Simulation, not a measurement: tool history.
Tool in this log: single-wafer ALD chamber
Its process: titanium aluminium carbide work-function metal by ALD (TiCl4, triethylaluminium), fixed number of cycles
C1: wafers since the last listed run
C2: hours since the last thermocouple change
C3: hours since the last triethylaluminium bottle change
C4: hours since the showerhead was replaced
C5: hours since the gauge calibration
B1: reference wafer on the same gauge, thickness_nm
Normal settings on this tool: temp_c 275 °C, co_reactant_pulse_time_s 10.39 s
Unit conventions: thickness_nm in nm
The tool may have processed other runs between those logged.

run 1 hour=0.0 | temp_c=275 co_reactant_pulse_time_s=7.40 | C1=0 C2=627.7 C3=404.0 C4=2843.4 C5=35.5 | B1=1.711 | thickness_nm=1.893
run 2 hour=27.1 | temp_c=275 co_reactant_pulse_time_s=7.40 | C1=241 C2=654.8 C3=431.1 C4=2870.5 C5=62.6 | B1=1.710 | thickness_nm=1.893
run 3 hour=61.2 | temp_c=264 co_reactant_pulse_time_s=9.04 | C1=303 C2=688.9 C3=465.2 C4=2904.6 C5=96.7 | B1=1.710 | thickness_nm=1.838
run 4 hour=79.8 | temp_c=264 co_reactant_pulse_time_s=9.04 | C1=165 C2=707.5 C3=483.8 C4=2923.2 C5=115.3 | B1=1.709 | thickness_nm=1.841
run 5 hour=93.6 | temp_c=264 co_reactant_pulse_time_s=9.04 | C1=122 C2=721.3 C3=497.6 C4=2937.0 C5=129.1 | B1=1.710 | thickness_nm=1.835
run 6 hour=120.4 | temp_c=282 co_reactant_pulse_time_s=7.08 | C1=238 C2=748.1 C3=524.4 C4=2963.8 C5=155.9 | B1=1.710 | thickness_nm=1.973
run 7 hour=170.4 | temp_c=282 co_reactant_pulse_time_s=7.08 | C1=445 C2=798.1 C3=574.4 C4=3013.8 C5=205.9 | B1=1.710 | thickness_nm=1.963
-- hour=188.7 triethylaluminium bottle replaced
run 8 hour=203.6 | temp_c=275 co_reactant_pulse_time_s=11.95 | C1=224 C2=831.3 C3=14.9 C4=3047.0 C5=239.1 | B1=1.709 | thickness_nm=2.007
-- hour=222.0 showerhead replaced
run 9 hour=236.4 | temp_c=275 co_reactant_pulse_time_s=10.39 | C1=220 C2=864.1 C3=47.7 C4=14.4 C5=271.9 | B1=1.709 | thickness_nm=1.996
run 10 hour=250.0 | temp_c=275 co_reactant_pulse_time_s=10.39 | C1=121 C2=877.7 C3=61.3 C4=28.0 C5=285.5 | B1=1.712 | thickness_nm=1.990
-- hour=332.7 gauge calibrated
run 11 hour=342.9 | temp_c=283 co_reactant_pulse_time_s=10.39 | C1=827 C2=970.6 C3=154.2 C4=120.9 C5=10.2 | B1=1.710 | thickness_nm=2.070
run 12 hour=362.7 | temp_c=275 co_reactant_pulse_time_s=10.39 | C1=176 C2=990.4 C3=174.0 C4=140.7 C5=30.0 | B1=1.709 | thickness_nm=2.005
run 13 hour=375.4 | temp_c=275 co_reactant_pulse_time_s=10.39 | C1=113 C2=1003.1 C3=186.7 C4=153.4 C5=42.7 | B1=1.711 | thickness_nm=2.004
-- hour=383.9 thermocouple changed; heater temperature recalibrated
run 14 hour=400.9 | temp_c=267 co_reactant_pulse_time_s=8.79 | C1=155 C2=17.0 C3=212.2 C4=178.9 C5=68.2 | B1=1.711 | thickness_nm=1.812
run 15 hour=422.3 | temp_c=261 co_reactant_pulse_time_s=6.42 | C1=190 C2=38.4 C3=233.6 C4=200.3 C5=89.6 | B1=1.711 | thickness_nm=1.688
run 16 hour=448.3 | temp_c=275 co_reactant_pulse_time_s=6.25 | C1=231 C2=64.4 C3=259.6 C4=226.3 C5=115.6 | B1=1.710 | thickness_nm=1.810
run 17 hour=505.9 | temp_c=275 co_reactant_pulse_time_s=7.29 | C1=512 C2=122.0 C3=317.2 C4=283.9 C5=173.2 | B1=1.709 | thickness_nm=1.854
run 18 hour=526.2 | temp_c=285 co_reactant_pulse_time_s=10.39 | C1=180 C2=142.3 C3=337.5 C4=304.2 C5=193.5 | B1=1.709 | thickness_nm=2.033
run 19 hour=553.4 | temp_c=284 co_reactant_pulse_time_s=7.13 | C1=242 C2=169.5 C3=364.7 C4=331.4 C5=220.7 | B1=1.712 | thickness_nm=1.942
run 20 hour=569.7 | temp_c=285 co_reactant_pulse_time_s=13.23 | C1=145 C2=185.8 C3=381.0 C4=347.7 C5=237.0 | B1=1.710 | thickness_nm=2.072

Below, each run's measurement less what the same run would have read without the hidden state. Both values contain the same run-to-run variation, but the gauge's scatter may not be the same in both:
Hidden state at play: wafer temperature above the value expected at the setpoint (K); triethylaluminium dose above that of a fresh bottle (%); gauge reads high (%).
run=1 thickness_nm=+0.028
run=2 thickness_nm=+0.030
run=3 thickness_nm=+0.033
run=4 thickness_nm=+0.034
run=5 thickness_nm=+0.035
run=6 thickness_nm=+0.036
run=7 thickness_nm=+0.040
run=8 thickness_nm=+0.044
run=9 thickness_nm=+0.046
run=10 thickness_nm=+0.048
run=11 thickness_nm=+0.056
run=12 thickness_nm=+0.058
run=13 thickness_nm=+0.059
run=14 thickness_nm=-0.011
run=15 thickness_nm=-0.010
run=16 thickness_nm=-0.010
run=17 thickness_nm=-0.010
run=18 thickness_nm=-0.010
run=19 thickness_nm=-0.010
run=20 thickness_nm=-0.010

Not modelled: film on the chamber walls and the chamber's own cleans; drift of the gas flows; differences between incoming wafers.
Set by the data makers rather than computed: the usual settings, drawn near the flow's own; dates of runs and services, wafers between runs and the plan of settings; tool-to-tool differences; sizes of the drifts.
